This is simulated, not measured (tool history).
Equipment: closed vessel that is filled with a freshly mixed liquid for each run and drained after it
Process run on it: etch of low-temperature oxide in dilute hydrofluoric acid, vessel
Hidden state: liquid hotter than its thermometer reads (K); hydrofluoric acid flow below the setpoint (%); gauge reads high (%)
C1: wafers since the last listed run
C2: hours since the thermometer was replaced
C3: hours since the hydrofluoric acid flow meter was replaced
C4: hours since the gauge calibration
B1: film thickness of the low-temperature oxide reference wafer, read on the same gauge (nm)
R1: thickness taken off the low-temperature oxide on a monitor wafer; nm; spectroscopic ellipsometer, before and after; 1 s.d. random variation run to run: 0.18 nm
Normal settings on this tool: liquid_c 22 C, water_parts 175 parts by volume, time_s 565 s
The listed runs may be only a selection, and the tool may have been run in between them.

{"run": 1, "hour": 0.0, "liquid_c": 22, "water_parts": 175, "time_s": 565, "C1": 0, "C2": 1583, "C3": 236.1, "C4": 1020.5, "B1": 109.98, "R1": 29.11}
{"run": 2, "hour": 51.3, "liquid_c": 22, "water_parts": 175, "time_s": 565, "C1": 3437, "C2": 1634.3, "C3": 287.4, "C4": 1071.8, "B1": 109.99, "R1": 28.55}
{"hour": 100.5, "done": "thermometer replaced"}
{"run": 3, "hour": 140.3, "liquid_c": 22, "water_parts": 175, "time_s": 565, "C1": 5896, "C2": 39.8, "C3": 376.4, "C4": 1160.8, "B1": 110.03, "R1": 28.82}
{"run": 4, "hour": 185.2, "liquid_c": 22, "water_parts": 175, "time_s": 565, "C1": 3008, "C2": 84.7, "C3": 421.3, "C4": 1205.7, "B1": 109.99, "R1": 28.55}
{"run": 5, "hour": 288.5, "liquid_c": 22, "water_parts": 175, "time_s": 565, "C1": 6921, "C2": 188, "C3": 524.6, "C4": 1309, "B1": 110.01, "R1": 28.46}
{"run": 6, "hour": 372.1, "liquid_c": 22, "water_parts": 175, "time_s": 565, "C1": 5601, "C2": 271.6, "C3": 608.2, "C4": 1392.6, "B1": 110, "R1": 27.96}
{"hour": 383.3, "done": "hydrofluoric acid flow meter replaced"}
{"run": 7, "hour": 422.7, "liquid_c": 22, "water_parts": 175, "time_s": 565, "C1": 3323, "C2": 322.2, "C3": 39.4, "C4": 1443.2, "B1": 109.99, "R1": 29.48}
{"run": 8, "hour": 519.9, "liquid_c": 22, "water_parts": 175, "time_s": 565, "C1": 6512, "C2": 419.4, "C3": 136.6, "C4": 1540.4, "B1": 110.03, "R1": 29.12}
{"run": 9, "hour": 589.5, "liquid_c": 22, "water_parts": 175, "time_s": 830, "C1": 4663, "C2": 489, "C3": 206.2, "C4": 1610, "B1": 110.02, "R1": 43.22}
{"run": 10, "hour": 634.5, "liquid_c": 22, "water_parts": 210, "time_s": 565, "C1": 3015, "C2": 534, "C3": 251.2, "C4": 1655, "B1": 110.04, "R1": 23.24}
{"run": 11, "hour": 729.4, "liquid_c": 22, "water_parts": 210, "time_s": 565, "C1": 6358, "C2": 628.9, "C3": 346.1, "C4": 1749.9, "B1": 110.01, "R1": 23.15}
{"run": 12, "hour": 793.3, "liquid_c": 22, "water_parts": 210, "time_s": 565, "C1": 4281, "C2": 692.8, "C3": 410, "C4": 1813.8, "B1": 110.05, "R1": 22.83}
{"hour": 873.0, "done": "gauge calibrated"}
{"run": 13, "hour": 882.1, "liquid_c": 22, "water_parts": 175, "time_s": 565, "C1": 5950, "C2": 781.6, "C3": 498.8, "C4": 9.1, "B1": 110, "R1": 28.39}
{"hour": 888.3, "done": "hydrofluoric acid flow meter replaced"}
{"run": 14, "hour": 974.1, "liquid_c": 22, "water_parts": 175, "time_s": 565, "C1": 6097, "C2": 873.6, "C3": 85.8, "C4": 101.1, "B1": 109.97, "R1": 29.54}
{"run": 15, "hour": 1011.2, "liquid_c": 22, "water_parts": 105, "time_s": 670, "C1": 2485, "C2": 910.7, "C3": 122.9, "C4": 138.2, "B1": 110, "R1": 62.6}
{"run": 16, "hour": 1136.6, "liquid_c": 26, "water_parts": 175, "time_s": 325, "C1": 8402, "C2": 1036.1, "C3": 248.3, "C4": 263.6, "B1": 110.01, "R1": 19.52}
{"run": 17, "hour": 1197.5, "liquid_c": 27, "water_parts": 135, "time_s": 275, "C1": 4080, "C2": 1097, "C3": 309.2, "C4": 324.5, "B1": 110.01, "R1": 22.73}
{"run": 18, "hour": 1298.6, "liquid_c": 18, "water_parts": 260, "time_s": 305, "C1": 6774, "C2": 1198.1, "C3": 410.3, "C4": 425.6, "B1": 110, "R1": 8.21}
{"run": 19, "hour": 1370.6, "liquid_c": 22, "water_parts": 175, "time_s": 565, "C1": 4824, "C2": 1270.1, "C3": 482.3, "C4": 497.6, "B1": 109.99, "R1": 28.57}
{"hour": 1424.9, "done": "hydrofluoric acid flow meter replaced"}
{"run": 20, "hour": 1468.7, "liquid_c": 22, "water_parts": 210, "time_s": 565, "C1": 6506, "C2": 1368.2, "C3": 43.8, "C4": 595.7, "B1": 110.01, "R1": 23.54}
{"run": 21, "hour": 1523.3, "liquid_c": 22, "water_parts": 175, "time_s": 565, "C1": 3658, "C2": 1422.8, "C3": 98.4, "C4": 650.3, "B1": 109.99, "R1": 29.02}
{"run": 22, "hour": 1680.5, "liquid_c": 22, "water_parts": 175, "time_s": 565, "C1": 10533, "C2": 1580, "C3": 255.6, "C4": 807.5, "B1": 109.99, "R1": 28.73}
{"hour": 1710.4, "done": "thermometer replaced"}
{"run": 23, "hour": 1739.1, "liquid_c": 23.5, "water_parts": 260, "time_s": 750, "C1": 3859, "C2": 28.7, "C3": 314.2, "C4": 866.1, "B1": 109.97, "R1": 24.77}
{"run": 24, "hour": 1816.3, "liquid_c": 22, "water_parts": 175, "time_s": 565, "C1": 5172, "C2": 105.9, "C3": 391.4, "C4": 943.3, "B1": 110.02, "R1": 28.9}
{"run": 25, "hour": 1881.1, "liquid_c": 18, "water_parts": 235, "time_s": 295, "C1": 4341, "C2": 170.7, "C3": 456.2, "C4": 1008.1, "B1": 110.02, "R1": 8.93}
{"hour": 1980.1, "done": "hydrofluoric acid flow meter replaced"}
{"run": 26, "hour": 1980.6, "liquid_c": 22, "water_parts": 175, "time_s": 565, "C1": 6600, "C2": 270.2, "C3": 0.5, "C4": 1107.6, "B1": 110.01, "R1": 29.46}
{"run": 27, "hour": 2075.1, "liquid_c": 18.5, "water_parts": 175, "time_s": 875, "C1": 6331, "C2": 364.7, "C3": 95, "C4": 1202.1, "B1": 109.99, "R1": 39.53}
{"run": 28, "hour": 2111.9, "liquid_c": 22, "water_parts": 175, "time_s": 720, "C1": 2465, "C2": 401.5, "C3": 131.8, "C4": 1238.9, "B1": 109.99, "R1": 37.47}
{"run": 29, "hour": 2218.1, "liquid_c": 22, "water_parts": 175, "time_s": 565, "C1": 7115, "C2": 507.7, "C3": 238, "C4": 1345.1, "B1": 110.05, "R1": 29.25}
{"run": 30, "hour": 2292.7, "liquid_c": 27, "water_parts": 110, "time_s": 695, "C1": 4998, "C2": 582.3, "C3": 312.6, "C4": 1419.7, "B1": 110, "R1": 74.25}
{"run": 31, "hour": 2371.3, "liquid_c": 20, "water_parts": 175, "time_s": 415, "C1": 5266, "C2": 660.9, "C3": 391.2, "C4": 1498.3, "B1": 110.02, "R1": 19.36}
{"run": 32, "hour": 2461.0, "liquid_c": 22, "water_parts": 175, "time_s": 375, "C1": 6010, "C2": 750.6, "C3": 480.9, "C4": 1588, "B1": 110, "R1": 19}

How the hidden state differs across the entries between the runs, from the last listed run before each to the first after it:
Logged between run 2 and run 3: thermometer replaced (hour 100.5)
  hydrofluoric acid flow below the setpoint (%): 1.8 -> 2.32
  difference, measured minus the result without the unlogged condition, R1: -0.63 -> -0.82 nm
Logged between run 6 and run 7: hydrofluoric acid flow meter replaced (hour 383.3)
  hydrofluoric acid flow below the setpoint (%): 3.65 -> 0.548
  difference, measured minus the result without the unlogged condition, R1: -1.26 -> -0.2 nm
Logged between run 12 and run 13: gauge calibrated (hour 873)
  hydrofluoric acid flow below the setpoint (%): 2.68 -> 3.2
  difference, measured minus the result without the unlogged condition, R1: -0.76 -> -1.11 nm
Logged between run 13 and run 14: hydrofluoric acid flow meter replaced (hour 888.3)
  hydrofluoric acid flow below the setpoint (%): 3.2 -> 0.702
  difference, measured minus the result without the unlogged condition, R1: -1.11 -> -0.25 nm
Logged between run 19 and run 20: hydrofluoric acid flow meter replaced (hour 1424.9)
  hydrofluoric acid flow below the setpoint (%): 2.99 -> 0.353
  difference, measured minus the result without the unlogged condition, R1: -1.04 -> -0.1 nm
Logged between run 22 and run 23: thermometer replaced (hour 1710.4)
  hydrofluoric acid flow below the setpoint (%): 1.57 -> 1.91
  difference, measured minus the result without the unlogged condition, R1: -0.55 -> -0.61 nm
Logged between run 25 and run 26: hydrofluoric acid flow meter replaced (hour 1980.1)
  hydrofluoric acid flow below the setpoint (%): 2.73 -> 0.17
  difference, measured minus the result without the unlogged condition, R1: -0.3 -> -0.06 nm

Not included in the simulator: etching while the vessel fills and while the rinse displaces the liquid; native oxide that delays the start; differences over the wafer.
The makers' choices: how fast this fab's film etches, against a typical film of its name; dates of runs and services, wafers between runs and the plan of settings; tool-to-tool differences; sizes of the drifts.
